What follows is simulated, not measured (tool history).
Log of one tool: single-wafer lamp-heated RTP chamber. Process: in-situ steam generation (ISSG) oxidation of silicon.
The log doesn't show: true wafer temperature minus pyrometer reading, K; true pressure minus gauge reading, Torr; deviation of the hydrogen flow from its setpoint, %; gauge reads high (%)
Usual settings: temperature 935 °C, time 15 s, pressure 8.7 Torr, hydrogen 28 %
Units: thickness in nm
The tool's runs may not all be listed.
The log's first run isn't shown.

run	day	temperature	time	pressure	hydrogen	wafers since the last listed run	wafers since the last pyrometer calibration	hours since the pressure gauge was zeroed	hours since the hydrogen flow controller was replaced	hours since the gauge calibration	read-back reference wafer on the same gauge, thickness	thickness
2	2.204	928	15	8.7	28	697	4107	1255.6	1789.9	2397.1	4.059	3.712
3	4.117	935	15	8.7	28	605	4713	1301.5	1835.8	2443.0	4.060	3.770
# day 4.146: gauge calibrated
4	5.850	935	15	8.7	28	548	5262	1343.1	1877.4	40.9	4.060	3.779
5	6.867	935	15	8.7	28	321	5583	1367.5	1901.8	65.3	4.060	3.775
6	7.879	935	15	8.7	28	320	5904	1391.8	1926.1	89.6	4.063	3.772
# day 9.429: pyrometer window cleaned and pyrometer calibrated
7	9.746	935	15	8.7	28	485	100	1436.6	1970.9	134.4	4.060	3.734
8	10.758	935	15	8.7	25	320	420	1460.9	1995.2	158.7	4.057	3.636
9	12.033	935	15	8.7	32	403	824	1491.5	2025.8	189.3	4.061	3.878
10	14.408	935	15	8.7	21	751	1576	1548.5	2082.8	246.3	4.061	3.503
11	16.862	921	20	9.4	19	776	2353	1607.4	2141.7	305.2	4.058	3.670
# day 19.138: pressure gauge zeroed
12	23.967	935	15	8.7	28	2143	4496	115.9	2312.2	475.7	4.057	3.775
13	25.292	935	15	9.4	28	419	4916	147.7	2344.0	507.5	4.062	3.735
14	26.492	935	15	8.7	28	379	5296	176.5	2372.8	536.3	4.059	3.792
# day 27.054: pyrometer window cleaned and pyrometer calibrated
15	28.225	928	17	7.6	32	443	370	218.1	2414.4	577.9	4.056	4.005
16	30.546	927	15	7.2	32	734	1104	273.8	2470.1	633.6	4.062	3.833
17	33.212	951	11	8.7	28	844	1949	337.8	2534.1	697.6	4.059	3.502
# day 36.738: hydrogen flow controller replaced
18	37.058	948	15	7.7	28	1112	3061	430.1	7.7	789.9	4.056	3.986
19	38.521	935	15	8.7	28	463	3524	465.2	42.8	825.0	4.059	3.827

The next listed run, before its measurement:
20	42.375	935	15	8.7	28	1220	4744	557.7	135.3	917.5	?	?

Run 20 gave read-back reference wafer on the same gauge, thickness 4.061, thickness 3.832 nm.
Without the tool's hidden state the same run would have given thickness 3.774 nm.

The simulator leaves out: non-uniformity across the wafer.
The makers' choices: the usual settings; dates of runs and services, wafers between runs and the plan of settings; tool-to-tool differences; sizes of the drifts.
